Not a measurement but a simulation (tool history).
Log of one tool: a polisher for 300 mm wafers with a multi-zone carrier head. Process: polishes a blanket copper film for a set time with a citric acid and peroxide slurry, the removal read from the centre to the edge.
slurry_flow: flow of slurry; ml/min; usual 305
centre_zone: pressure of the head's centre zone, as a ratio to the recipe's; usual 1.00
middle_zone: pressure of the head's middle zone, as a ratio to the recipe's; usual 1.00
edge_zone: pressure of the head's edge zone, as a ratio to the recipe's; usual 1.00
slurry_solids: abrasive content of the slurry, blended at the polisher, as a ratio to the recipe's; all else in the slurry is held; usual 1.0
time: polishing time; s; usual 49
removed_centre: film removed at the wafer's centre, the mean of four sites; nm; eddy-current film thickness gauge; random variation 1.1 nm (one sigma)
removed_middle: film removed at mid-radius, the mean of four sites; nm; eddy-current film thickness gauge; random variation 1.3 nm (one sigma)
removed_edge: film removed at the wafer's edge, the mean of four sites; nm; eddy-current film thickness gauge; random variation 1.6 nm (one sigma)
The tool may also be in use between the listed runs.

run    hour  slurry_flow  centre_zone  middle_zone  edge_zone  slurry_solids  time  incoming thickness of the incoming film, nm  removed_centre  removed_middle  removed_edge
  1     0.0          305         1.00         1.00       1.00            1.0    49                                        861.9           114.3           117.7         113.9
  2    48.0          305         1.00         1.00       1.00            1.0    49                                        839.9           118.3           117.9         115.2
  3   125.7          305         1.00         1.00       1.00            1.0    49                                        840.3           122.2           117.3         113.4
  4   233.7          360         1.00         1.00       1.00            0.8    49                                        865.4           118.3           114.5         110.9
      238.5  -- worn pad replaced by a new one
  5   285.3          360         1.00         1.00       1.00            0.8    49                                        845.9           118.3           113.1         110.3
  6   373.8          305         1.00         1.00       1.00            1.0    49                                        856.1           122.5           118.1         113.2
      430.8  -- centre zone pressure recalibrated
  7   451.1          305         1.00         1.00       1.00            1.0    49                                        839.7           116.7           118.4         114.6
      458.2  -- carrier head's membrane replaced by a new one
      493.2  -- worn pad replaced by a new one
  8   557.1          305         1.00         1.00       1.00            1.0    49                                        846.3           120.2           118.3         115.4
  9   647.5          305         1.00         1.00       1.00            1.0    49                                        849.8           119.8           116.7         113.4
      667.8  -- edge zone pressure recalibrated
 10   754.9          305         1.03         0.96       1.00            1.0    49                                        856.3           122.5           112.8         115.1
      797.9  -- centre zone pressure recalibrated
      807.5  -- worn pad replaced by a new one
      821.9  -- slurry nozzle cleaned
 11   934.8          305         1.00         1.00       0.94            1.2    49                                        862.8           123.5           124.5         118.4
 12  1019.0          305         1.00         1.00       1.00            1.0    49                                        857.4           120.0           118.4         113.4
     1045.1  -- worn pad replaced by a new one
 13  1058.7          305         1.11         1.00       1.00            1.0    41                                        849.5           110.7            97.7          94.0
 14  1100.4          305         1.00         1.00       1.00            1.0    49                                        848.6           118.2           118.9         115.6
     1161.2  -- centre zone pressure recalibrated
 15  1194.0          305         1.00         1.00       1.10            1.0    49                                        837.2           115.4           116.5         121.7
 16  1258.6          305         0.93         1.00       0.93            0.9    41                                        847.8            88.9            97.0          89.9
 17  1322.7          355         0.91         1.03       0.95            1.0    49                                        848.4           111.0           123.4         112.1
     1334.4  -- worn pad replaced by a new one
 18  1391.4          305         1.00         1.00       1.00            1.0    49                                        836.7           121.4           119.7         111.2

3 ways to go on from here, each from the tool as it stands after run 18. What would each give?
  A  1391.8          230         1.00         1.00       1.00            1.0    49                                        854.5               ?               ?             ?
  B  1391.8          305         1.11         1.00       1.00            1.0    36                                        854.5               ?               ?             ?
  C  1391.8          305         1.00         1.00       0.91            1.1    49                                        854.5               ?               ?             ?

run  removed_centre  removed_middle  removed_edge
  A           114.9           110.3         111.1
  B            97.3            83.9          83.9
  C           122.0           116.8         111.6
Without the tool's hidden state the same runs would have given:
run  removed_centre  removed_middle  removed_edge
  A           109.3           110.4         111.1
  B            92.7            83.9          83.9
  C           116.1           116.8         111.6

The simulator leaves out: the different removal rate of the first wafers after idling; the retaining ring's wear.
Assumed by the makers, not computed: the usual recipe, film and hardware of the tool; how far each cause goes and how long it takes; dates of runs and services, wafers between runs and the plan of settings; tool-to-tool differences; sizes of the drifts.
